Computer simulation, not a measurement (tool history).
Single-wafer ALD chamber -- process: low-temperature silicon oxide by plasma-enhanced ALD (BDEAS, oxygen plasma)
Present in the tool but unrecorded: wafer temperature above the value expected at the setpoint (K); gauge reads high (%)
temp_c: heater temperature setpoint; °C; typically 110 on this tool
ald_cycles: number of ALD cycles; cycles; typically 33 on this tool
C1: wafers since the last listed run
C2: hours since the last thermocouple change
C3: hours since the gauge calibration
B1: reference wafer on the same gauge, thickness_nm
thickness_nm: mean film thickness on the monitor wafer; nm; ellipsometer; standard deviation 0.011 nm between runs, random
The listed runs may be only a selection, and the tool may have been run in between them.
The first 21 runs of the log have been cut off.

run 22 day=80.604 | temp_c=120 ald_cycles=33 | C1=371 C2=933 C3=3769 | B1=4.937 | thickness_nm=4.226
run 23 day=82.85 | temp_c=110 ald_cycles=33 | C1=556 C2=986.9 C3=3822.9 | B1=4.942 | thickness_nm=4.319
-- day=82.929 gauge calibrated
run 24 day=85.5 | temp_c=110 ald_cycles=33 | C1=656 C2=1050.5 C3=61.7 | B1=4.94 | thickness_nm=4.317
run 25 day=89.954 | temp_c=102 ald_cycles=27 | C1=1103 C2=1157.4 C3=168.6 | B1=4.94 | thickness_nm=3.645
run 26 day=93.104 | temp_c=121 ald_cycles=39 | C1=780 C2=1233 C3=244.2 | B1=4.942 | thickness_nm=4.989
run 27 day=95.2 | temp_c=119 ald_cycles=38 | C1=519 C2=1283.3 C3=294.5 | B1=4.94 | thickness_nm=4.877
run 28 day=99.079 | temp_c=125 ald_cycles=40 | C1=961 C2=1376.4 C3=387.6 | B1=4.939 | thickness_nm=5.078
run 29 day=102.912 | temp_c=122 ald_cycles=39 | C1=950 C2=1468.4 C3=479.6 | B1=4.94 | thickness_nm=4.975
run 30 day=105.017 | temp_c=116 ald_cycles=33 | C1=521 C2=1518.9 C3=530.1 | B1=4.939 | thickness_nm=4.289
run 31 day=113.2 | temp_c=115 ald_cycles=38 | C1=2028 C2=1715.3 C3=726.5 | B1=4.944 | thickness_nm=4.929
-- day=114.312 thermocouple changed; heater temperature recalibrated
run 32 day=115.146 | temp_c=99 ald_cycles=37 | C1=399 C2=20 C3=773.2 | B1=4.938 | thickness_nm=4.898
run 33 day=123.488 | temp_c=121 ald_cycles=40 | C1=2067 C2=220.2 C3=973.4 | B1=4.94 | thickness_nm=5.08
run 34 day=127.517 | temp_c=120 ald_cycles=39 | C1=998 C2=316.9 C3=1070.1 | B1=4.939 | thickness_nm=4.949
run 35 day=129.858 | temp_c=110 ald_cycles=33 | C1=580 C2=373.1 C3=1126.3 | B1=4.939 | thickness_nm=4.292
run 36 day=133.879 | temp_c=110 ald_cycles=33 | C1=996 C2=469.6 C3=1222.8 | B1=4.94 | thickness_nm=4.289
run 37 day=135.775 | temp_c=110 ald_cycles=33 | C1=469 C2=515.1 C3=1268.3 | B1=4.94 | thickness_nm=4.305
run 38 day=138.942 | temp_c=123 ald_cycles=33 | C1=784 C2=591.1 C3=1344.3 | B1=4.94 | thickness_nm=4.184
run 39 day=140.608 | temp_c=124 ald_cycles=27 | C1=413 C2=631.1 C3=1384.3 | B1=4.939 | thickness_nm=3.415
run 40 day=146.954 | temp_c=120 ald_cycles=33 | C1=1572 C2=783.4 C3=1536.6 | B1=4.943 | thickness_nm=4.215
run 41 day=151.212 | temp_c=95 ald_cycles=36 | C1=1055 C2=885.6 C3=1638.8 | B1=4.938 | thickness_nm=4.938
run 42 day=154.729 | temp_c=125 ald_cycles=30 | C1=871 C2=970 C3=1723.2 | B1=4.941 | thickness_nm=3.795
run 43 day=157.704 | temp_c=121 ald_cycles=27 | C1=737 C2=1041.4 C3=1794.6 | B1=4.94 | thickness_nm=3.446

Predict each of these 3 candidate next runs independently; none follows another, all start after run 43:
run A day=157.725 | temp_c=110 ald_cycles=33 | C1=5 C2=1041.9 C3=1795.1 | B1=? | thickness_nm=?
run B day=157.725 | temp_c=110 ald_cycles=39 | C1=5 C2=1041.9 C3=1795.1 | B1=? | thickness_nm=?
run C day=157.725 | temp_c=96 ald_cycles=33 | C1=5 C2=1041.9 C3=1795.1 | B1=? | thickness_nm=?

run=A B1=4.94 thickness_nm=4.29
run=B B1=4.94 thickness_nm=5.07
run=C B1=4.94 thickness_nm=4.497
Take away the tool's hidden state, keep each run's random variation, and the runs would have read:
run=A thickness_nm=4.253
run=B thickness_nm=5.027
run=C thickness_nm=4.425
